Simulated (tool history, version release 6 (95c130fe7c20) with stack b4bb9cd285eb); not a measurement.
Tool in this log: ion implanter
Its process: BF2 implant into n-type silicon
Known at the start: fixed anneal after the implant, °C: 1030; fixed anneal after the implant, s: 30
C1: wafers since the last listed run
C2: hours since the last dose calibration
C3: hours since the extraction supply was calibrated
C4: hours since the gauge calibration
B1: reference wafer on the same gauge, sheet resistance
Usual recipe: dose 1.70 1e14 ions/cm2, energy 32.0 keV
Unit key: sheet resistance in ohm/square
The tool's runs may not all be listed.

run 1 hour=0.0 | dose=1.70 energy=32.0 | C1=0 C2=25.7 C3=2922.9 C4=723.7 | B1=641.55 | sheet_resistance=586.76
run 2 hour=77.9 | dose=1.70 energy=32.0 | C1=1538 C2=103.6 C3=3000.8 C4=801.6 | B1=640.98 | sheet_resistance=585.76
run 3 hour=380.2 | dose=1.70 energy=32.0 | C1=5971 C2=405.9 C3=3303.1 C4=1103.9 | B1=641.30 | sheet_resistance=599.84
run 4 hour=466.1 | dose=1.70 energy=32.0 | C1=1696 C2=491.8 C3=3389.0 C4=1189.8 | B1=640.73 | sheet_resistance=601.61
-- hour=502.1 gauge calibrated
run 5 hour=502.8 | dose=1.70 energy=32.0 | C1=724 C2=528.5 C3=3425.7 C4=0.7 | B1=640.30 | sheet_resistance=607.28
run 6 hour=603.6 | dose=1.70 energy=32.0 | C1=1991 C2=629.3 C3=3526.5 C4=101.5 | B1=640.89 | sheet_resistance=613.94
run 7 hour=700.2 | dose=2.03 energy=32.0 | C1=1908 C2=725.9 C3=3623.1 C4=198.1 | B1=640.74 | sheet_resistance=536.33
-- hour=731.8 Faraday cup replaced and dose calibrated
run 8 hour=867.4 | dose=1.81 energy=29.5 | C1=3144 C2=135.6 C3=3790.3 C4=365.3 | B1=641.31 | sheet_resistance=566.74
run 9 hour=915.8 | dose=1.70 energy=40.5 | C1=956 C2=184.0 C3=3838.7 C4=413.7 | B1=640.40 | sheet_resistance=581.03
run 10 hour=958.2 | dose=1.70 energy=40.5 | C1=837 C2=226.4 C3=3881.1 C4=456.1 | B1=641.42 | sheet_resistance=582.80
-- hour=1008.5 extraction supply calibrated
run 11 hour=1036.5 | dose=1.70 energy=32.0 | C1=1388 C2=304.7 C3=28.0 C4=534.4 | B1=641.15 | sheet_resistance=603.11
run 12 hour=1105.0 | dose=1.54 energy=27.5 | C1=1353 C2=373.2 C3=96.5 C4=602.9 | B1=640.91 | sheet_resistance=659.25
run 13 hour=1173.4 | dose=1.54 energy=27.5 | C1=1351 C2=441.6 C3=164.9 C4=671.3 | B1=640.42 | sheet_resistance=662.28
run 14 hour=1213.1 | dose=1.70 energy=41.5 | C1=784 C2=481.3 C3=204.6 C4=711.0 | B1=640.14 | sheet_resistance=589.38
-- hour=1304.9 Faraday cup replaced and dose calibrated
run 15 hour=1312.1 | dose=1.34 energy=21.5 | C1=1797 C2=7.2 C3=303.6 C4=810.0 | B1=640.55 | sheet_resistance=760.58
run 16 hour=1404.2 | dose=1.38 energy=32.0 | C1=1819 C2=99.3 C3=395.7 C4=902.1 | B1=640.85 | sheet_resistance=700.35
run 17 hour=1477.0 | dose=1.84 energy=25.0 | C1=1438 C2=172.1 C3=468.5 C4=974.9 | B1=641.23 | sheet_resistance=576.84
run 18 hour=1578.3 | dose=1.70 energy=32.0 | C1=2001 C2=273.4 C3=569.8 C4=1076.2 | B1=640.24 | sheet_resistance=593.68
-- hour=1598.2 gauge calibrated
run 19 hour=1658.7 | dose=1.70 energy=32.0 | C1=1588 C2=353.8 C3=650.2 C4=60.5 | B1=641.54 | sheet_resistance=595.23
run 20 hour=1761.4 | dose=1.70 energy=32.0 | C1=2028 C2=456.5 C3=752.9 C4=163.2 | B1=641.53 | sheet_resistance=602.41
run 21 hour=1841.0 | dose=1.87 energy=28.0 | C1=1572 C2=536.1 C3=832.5 C4=242.8 | B1=640.92 | sheet_resistance=572.54
run 22 hour=1924.2 | dose=1.70 energy=36.0 | C1=1643 C2=619.3 C3=915.7 C4=326.0 | B1=641.30 | sheet_resistance=607.24
-- hour=1976.2 Faraday cup replaced and dose calibrated
run 23 hour=1976.7 | dose=1.70 energy=37.5 | C1=879 C2=0.5 C3=968.2 C4=378.5 | B1=641.02 | sheet_resistance=577.28
run 24 hour=2018.0 | dose=2.11 energy=42.0 | C1=815 C2=41.8 C3=1009.5 C4=419.8 | B1=640.92 | sheet_resistance=477.00
run 25 hour=2062.4 | dose=1.70 energy=32.0 | C1=877 C2=86.2 C3=1053.9 C4=464.2 | B1=641.29 | sheet_resistance=587.94
run 26 hour=2143.2 | dose=1.70 energy=32.0 | C1=1596 C2=167.0 C3=1134.7 C4=545.0 | B1=640.85 | sheet_resistance=592.31

Hidden condition of the tool, last listed run before each entry between runs versus first listed run after:
In the gap between runs 4 and 5: gauge calibrated (hour 502.1)
  deviation of the true dose from the Faraday cup's reading, %: -2.89 -> -3.3
  the result without the hidden state subtracted from the measured one, sheet resistance: +14.44 -> +16.66 ohm/square
In the gap between runs 7 and 8: Faraday cup replaced and dose calibrated (hour 731.8)
  deviation of the true dose from the Faraday cup's reading, %: -6.03 -> -1.03
  the result without the hidden state subtracted from the measured one, sheet resistance: +27.09 -> +4.90 ohm/square
In the gap between runs 10 and 11: extraction supply calibrated (hour 1008.5)
  deviation of the true dose from the Faraday cup's reading, %: -1.4 -> -1.85
  the result without the hidden state subtracted from the measured one, sheet resistance: +6.71 -> +9.29 ohm/square
In the gap between runs 14 and 15: Faraday cup replaced and dose calibrated (hour 1304.9)
  deviation of the true dose from the Faraday cup's reading, %: -3.38 -> -0.737
  the result without the hidden state subtracted from the measured one, sheet resistance: +16.46 -> +4.72 ohm/square
In the gap between runs 18 and 19: gauge calibrated (hour 1598.2)
  deviation of the true dose from the Faraday cup's reading, %: -1.56 -> -2.12
  the result without the hidden state subtracted from the measured one, sheet resistance: +7.69 -> +10.45 ohm/square
In the gap between runs 22 and 23: Faraday cup replaced and dose calibrated (hour 1976.2)
  deviation of the true dose from the Faraday cup's reading, %: -4.96 -> 0.432
  the result without the hidden state subtracted from the measured one, sheet resistance: +24.96 -> -2.06 ohm/square
